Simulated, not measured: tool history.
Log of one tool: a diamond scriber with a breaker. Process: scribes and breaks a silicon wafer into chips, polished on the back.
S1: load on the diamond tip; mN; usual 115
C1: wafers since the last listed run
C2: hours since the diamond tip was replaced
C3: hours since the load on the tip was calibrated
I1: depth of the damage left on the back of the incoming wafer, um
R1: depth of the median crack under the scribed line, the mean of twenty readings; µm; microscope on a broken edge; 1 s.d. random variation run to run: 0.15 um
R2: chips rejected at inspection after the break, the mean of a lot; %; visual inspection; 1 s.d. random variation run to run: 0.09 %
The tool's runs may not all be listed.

run     day   S1   C1     C2      C3    I1     R1     R2
  1       0  115    0  515.3  1434.7  0.02  11.81   7.34
      2.817  -- load on the tip recalibrated
  2   4.488  104  279    623    40.1  0.03  12.31   6.09
  3   7.508  115  191  695.5   112.6  0.03  13.05   3.48
  4  11.962  115  282  802.4   219.5  0.02  12.81   3.96
      13.05  -- diamond tip replaced by a new one
  5  15.475  115  217   58.2   303.8  0.04  13.55   2.14
  6  17.858   91  150  115.4     361  0.04  11.22  10.81
  7  19.721   91  117  160.1   405.7  0.04  11.33   10.4
  8  25.588  100  371  300.9   546.5  0.04  11.61   8.83
  9  28.596  115  190  373.1   618.7  0.04  12.74   3.73
 10  31.917  115  210  452.8   698.4  0.04  12.57    4.8
 11  34.738  115  178  520.5   766.1  0.02  12.52   4.82
 12    43.1  102  529  721.2   966.8  0.01   11.1  11.07

The next listed run, before its measurement:
     45.596  -- diamond tip replaced by a new one
 13  46.471  115  208  21  1047.7  0.01   ?   ?

Run 13 gave R1 12.95 µm, R2 3.28 %.
Minus the tool's unlogged condition, the same run would have read R1 14.34 µm, R2 1.77 %.
